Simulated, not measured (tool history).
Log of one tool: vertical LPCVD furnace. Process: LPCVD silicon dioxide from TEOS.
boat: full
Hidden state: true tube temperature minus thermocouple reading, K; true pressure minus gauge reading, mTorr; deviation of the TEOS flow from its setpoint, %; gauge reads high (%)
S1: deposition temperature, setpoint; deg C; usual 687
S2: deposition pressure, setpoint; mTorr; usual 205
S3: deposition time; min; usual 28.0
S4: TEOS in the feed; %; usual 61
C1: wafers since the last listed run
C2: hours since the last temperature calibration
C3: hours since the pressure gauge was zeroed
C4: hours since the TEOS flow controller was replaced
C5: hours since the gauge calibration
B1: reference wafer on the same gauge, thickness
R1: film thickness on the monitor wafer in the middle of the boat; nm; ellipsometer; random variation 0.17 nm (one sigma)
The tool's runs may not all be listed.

{"run": 1, "hour": 0.0, "S1": 687, "S2": 205, "S3": 28.0, "S4": 55, "C1": 0, "C2": 2699.9, "C3": 3303.7, "C4": 4148.9, "C5": 127.2, "B1": 95.95, "R1": 117.58}
{"run": 2, "hour": 16.9, "S1": 687, "S2": 205, "S3": 28.0, "S4": 55, "C1": 181, "C2": 2716.8, "C3": 3320.6, "C4": 4165.8, "C5": 144.1, "B1": 95.97, "R1": 117.71}
{"run": 3, "hour": 31.0, "S1": 687, "S2": 205, "S3": 28.0, "S4": 55, "C1": 151, "C2": 2730.9, "C3": 3334.7, "C4": 4179.9, "C5": 158.2, "B1": 96.07, "R1": 117.55}
{"run": 4, "hour": 41.3, "S1": 695, "S2": 205, "S3": 28.0, "S4": 61, "C1": 110, "C2": 2741.2, "C3": 3345.0, "C4": 4190.2, "C5": 168.5, "B1": 95.99, "R1": 149.55}
{"run": 5, "hour": 49.4, "S1": 695, "S2": 205, "S3": 28.0, "S4": 61, "C1": 87, "C2": 2749.3, "C3": 3353.1, "C4": 4198.3, "C5": 176.6, "B1": 95.97, "R1": 149.72}
{"run": 6, "hour": 65.6, "S1": 687, "S2": 190, "S3": 28.0, "S4": 61, "C1": 174, "C2": 2765.5, "C3": 3369.3, "C4": 4214.5, "C5": 192.8, "B1": 96.03, "R1": 119.89}
{"hour": 92.5, "done": "thermocouples replaced and temperature profile calibrated"}
{"run": 7, "hour": 93.0, "S1": 687, "S2": 205, "S3": 28.0, "S4": 61, "C1": 36, "C2": 0.5, "C3": 3396.7, "C4": 4241.9, "C5": 220.2, "B1": 95.93, "R1": 114.21}
{"run": 8, "hour": 96.7, "S1": 687, "S2": 205, "S3": 28.0, "S4": 61, "C1": 0, "C2": 4.2, "C3": 3400.4, "C4": 4245.6, "C5": 223.9, "B1": 95.99, "R1": 114.42}
{"hour": 106.6, "done": "gauge calibrated"}
{"hour": 117.0, "done": "pressure gauge zeroed"}
{"run": 9, "hour": 117.5, "S1": 687, "S2": 205, "S3": 28.0, "S4": 61, "C1": 5, "C2": 25.0, "C3": 0.5, "C4": 4266.4, "C5": 10.9, "B1": 96.02, "R1": 114.53}
{"run": 10, "hour": 121.2, "S1": 687, "S2": 205, "S3": 28.0, "S4": 61, "C1": 39, "C2": 28.7, "C3": 4.2, "C4": 4270.1, "C5": 14.6, "B1": 95.95, "R1": 114.39}
{"hour": 147.3, "done": "TEOS flow controller replaced"}
{"run": 11, "hour": 147.8, "S1": 687, "S2": 185, "S3": 28.0, "S4": 49, "C1": 27, "C2": 55.3, "C3": 30.8, "C4": 0.5, "C5": 41.2, "B1": 96.04, "R1": 97.65}
{"run": 12, "hour": 151.6, "S1": 687, "S2": 205, "S3": 28.0, "S4": 61, "C1": 40, "C2": 59.1, "C3": 34.6, "C4": 4.3, "C5": 45.0, "B1": 95.97, "R1": 114.74}
{"run": 13, "hour": 155.3, "S1": 687, "S2": 205, "S3": 28.0, "S4": 61, "C1": 39, "C2": 62.8, "C3": 38.3, "C4": 8.0, "C5": 48.7, "B1": 96.03, "R1": 114.93}
{"run": 14, "hour": 171.8, "S1": 692, "S2": 205, "S3": 32.0, "S4": 61, "C1": 177, "C2": 79.3, "C3": 54.8, "C4": 24.5, "C5": 65.2, "B1": 95.98, "R1": 147.66}
{"run": 15, "hour": 178.9, "S1": 687, "S2": 250, "S3": 28.0, "S4": 61, "C1": 76, "C2": 86.4, "C3": 61.9, "C4": 31.6, "C5": 72.3, "B1": 95.98, "R1": 126.85}
{"run": 16, "hour": 189.8, "S1": 693, "S2": 205, "S3": 31.5, "S4": 61, "C1": 117, "C2": 97.3, "C3": 72.8, "C4": 42.5, "C5": 83.2, "B1": 96.04, "R1": 149.16}
{"run": 17, "hour": 200.5, "S1": 687, "S2": 230, "S3": 28.0, "S4": 61, "C1": 114, "C2": 108.0, "C3": 83.5, "C4": 53.2, "C5": 93.9, "B1": 95.98, "R1": 121.56}
{"run": 18, "hour": 206.6, "S1": 676, "S2": 205, "S3": 28.0, "S4": 61, "C1": 65, "C2": 114.1, "C3": 89.6, "C4": 59.3, "C5": 100.0, "B1": 96.02, "R1": 88.27}

Forecast each of these 5 alternatives for the next run:
{"run": "A", "hour": 210.5, "S1": 687, "S2": 205, "S3": 36.0, "S4": 61, "C1": 41, "C2": 118.0, "C3": 93.5, "C4": 63.2, "C5": 103.9, "B1": "?", "R1": "?"}
{"run": "B", "hour": 210.5, "S1": 687, "S2": 205, "S3": 34.5, "S4": 61, "C1": 41, "C2": 118.0, "C3": 93.5, "C4": 63.2, "C5": 103.9, "B1": "?", "R1": "?"}
{"run": "C", "hour": 210.5, "S1": 687, "S2": 205, "S3": 24.0, "S4": 61, "C1": 41, "C2": 118.0, "C3": 93.5, "C4": 63.2, "C5": 103.9, "B1": "?", "R1": "?"}
{"run": "D", "hour": 210.5, "S1": 684, "S2": 205, "S3": 21.0, "S4": 55, "C1": 41, "C2": 118.0, "C3": 93.5, "C4": 63.2, "C5": 103.9, "B1": "?", "R1": "?"}
{"run": "E", "hour": 210.5, "S1": 690, "S2": 205, "S3": 23.5, "S4": 65, "C1": 41, "C2": 118.0, "C3": 93.5, "C4": 63.2, "C5": 103.9, "B1": "?", "R1": "?"}

run=A B1=95.97 R1=147.63
run=B B1=95.97 R1=141.48
run=C B1=95.97 R1=98.42
run=D B1=95.97 R1=76.10
run=E B1=95.97 R1=106.84
Without the tool's hidden state the same runs would have given:
run=A R1=145.35
run=B R1=139.29
run=C R1=96.90
run=D R1=74.92
run=E R1=105.20
